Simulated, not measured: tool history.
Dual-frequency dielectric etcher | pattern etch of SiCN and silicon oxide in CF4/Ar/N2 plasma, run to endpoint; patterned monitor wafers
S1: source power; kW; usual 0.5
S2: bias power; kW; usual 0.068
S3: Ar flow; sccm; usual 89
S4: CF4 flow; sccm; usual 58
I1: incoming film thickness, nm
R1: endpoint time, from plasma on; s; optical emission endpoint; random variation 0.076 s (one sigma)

{"run": 1, "hour": 0.0, "S1": 0.5, "S2": 0.068, "S3": 89, "S4": 61, "I1": 14.57, "R1": 15}
{"run": 2, "hour": 34.2, "S1": 0.5, "S2": 0.068, "S3": 89, "S4": 53, "I1": 14.42, "R1": 15.1}
{"run": 3, "hour": 69.3, "S1": 0.5, "S2": 0.068, "S3": 89, "S4": 58, "I1": 14.59, "R1": 15.2}
{"run": 4, "hour": 119.9, "S1": 0.39, "S2": 0.068, "S3": 89, "S4": 58, "I1": 14.47, "R1": 16.9}
{"run": 5, "hour": 151.9, "S1": 0.55, "S2": 0.059, "S3": 68, "S4": 58, "I1": 14.54, "R1": 15}
{"run": 6, "hour": 190.5, "S1": 0.5, "S2": 0.059, "S3": 89, "S4": 46, "I1": 14.63, "R1": 17.2}
{"run": 7, "hour": 243.1, "S1": 0.57, "S2": 0.078, "S3": 89, "S4": 58, "I1": 14.47, "R1": 13.6}
{"hour": 272.0, "done": "Ar flow controller replaced"}
{"run": 8, "hour": 310.8, "S1": 0.44, "S2": 0.063, "S3": 89, "S4": 58, "I1": 14.45, "R1": 17.3}
{"hour": 331.5, "done": "CF4 flow controller replaced"}
{"hour": 344.5, "done": "wet clean of the chamber"}
{"run": 9, "hour": 378.1, "S1": 0.57, "S2": 0.058, "S3": 71, "S4": 69, "I1": 14.46, "R1": 14}
{"run": 10, "hour": 415.5, "S1": 0.5, "S2": 0.068, "S3": 89, "S4": 61, "I1": 14.55, "R1": 14.9}
{"run": 11, "hour": 443.5, "S1": 0.5, "S2": 0.068, "S3": 89, "S4": 69, "I1": 14.59, "R1": 14.7}
{"run": 12, "hour": 478.2, "S1": 0.44, "S2": 0.084, "S3": 75, "S4": 50, "I1": 14.56, "R1": 14.1}
{"run": 13, "hour": 529.8, "S1": 0.5, "S2": 0.068, "S3": 89, "S4": 58, "I1": 14.43, "R1": 14.9}
{"hour": 534.1, "done": "bias power generator calibrated"}
{"run": 14, "hour": 567.0, "S1": 0.4, "S2": 0.068, "S3": 89, "S4": 45, "I1": 14.41, "R1": 16.8}
{"run": 15, "hour": 613.5, "S1": 0.5, "S2": 0.059, "S3": 89, "S4": 68, "I1": 14.73, "R1": 16.3}
{"run": 16, "hour": 681.8, "S1": 0.5, "S2": 0.068, "S3": 89, "S4": 58, "I1": 14.58, "R1": 15.7}
{"hour": 716.9, "done": "wet clean of the chamber"}
{"run": 17, "hour": 726.8, "S1": 0.5, "S2": 0.073, "S3": 107, "S4": 58, "I1": 14.47, "R1": 14.7}
{"run": 18, "hour": 795.3, "S1": 0.5, "S2": 0.068, "S3": 89, "S4": 58, "I1": 14.58, "R1": 15.1}
{"run": 19, "hour": 850.6, "S1": 0.5, "S2": 0.068, "S3": 104, "S4": 58, "I1": 14.59, "R1": 15.7}
{"run": 20, "hour": 897.0, "S1": 0.59, "S2": 0.068, "S3": 89, "S4": 72, "I1": 14.48, "R1": 13.7}
{"run": 21, "hour": 961.7, "S1": 0.57, "S2": 0.068, "S3": 109, "S4": 50, "I1": 14.54, "R1": 15.2}
{"run": 22, "hour": 1008.3, "S1": 0.53, "S2": 0.083, "S3": 89, "S4": 67, "I1": 14.53, "R1": 13.5}
{"run": 23, "hour": 1037.0, "S1": 0.44, "S2": 0.068, "S3": 89, "S4": 58, "I1": 14.66, "R1": 16.6}

Forecast each of these 5 alternatives for the next run:
{"run": "A", "hour": 1037.4, "S1": 0.55, "S2": 0.068, "S3": 89, "S4": 58, "I1": 14.52, "R1": "?"}
{"run": "B", "hour": 1037.4, "S1": 0.58, "S2": 0.054, "S3": 71, "S4": 66, "I1": 14.52, "R1": "?"}
{"run": "C", "hour": 1037.4, "S1": 0.58, "S2": 0.053, "S3": 108, "S4": 46, "I1": 14.52, "R1": "?"}
{"run": "D", "hour": 1037.4, "S1": 0.62, "S2": 0.068, "S3": 89, "S4": 58, "I1": 14.52, "R1": "?"}
{"run": "E", "hour": 1037.4, "S1": 0.5, "S2": 0.079, "S3": 82, "S4": 46, "I1": 14.52, "R1": "?"}

run=A R1=14.9
run=B R1=15.4
run=C R1=17.8
run=D R1=14
run=E R1=14.4
Without the tool's hidden state the same runs would have given:
run=A R1=14.3
run=B R1=14.8
run=C R1=17.1
run=D R1=13.5
run=E R1=13.9

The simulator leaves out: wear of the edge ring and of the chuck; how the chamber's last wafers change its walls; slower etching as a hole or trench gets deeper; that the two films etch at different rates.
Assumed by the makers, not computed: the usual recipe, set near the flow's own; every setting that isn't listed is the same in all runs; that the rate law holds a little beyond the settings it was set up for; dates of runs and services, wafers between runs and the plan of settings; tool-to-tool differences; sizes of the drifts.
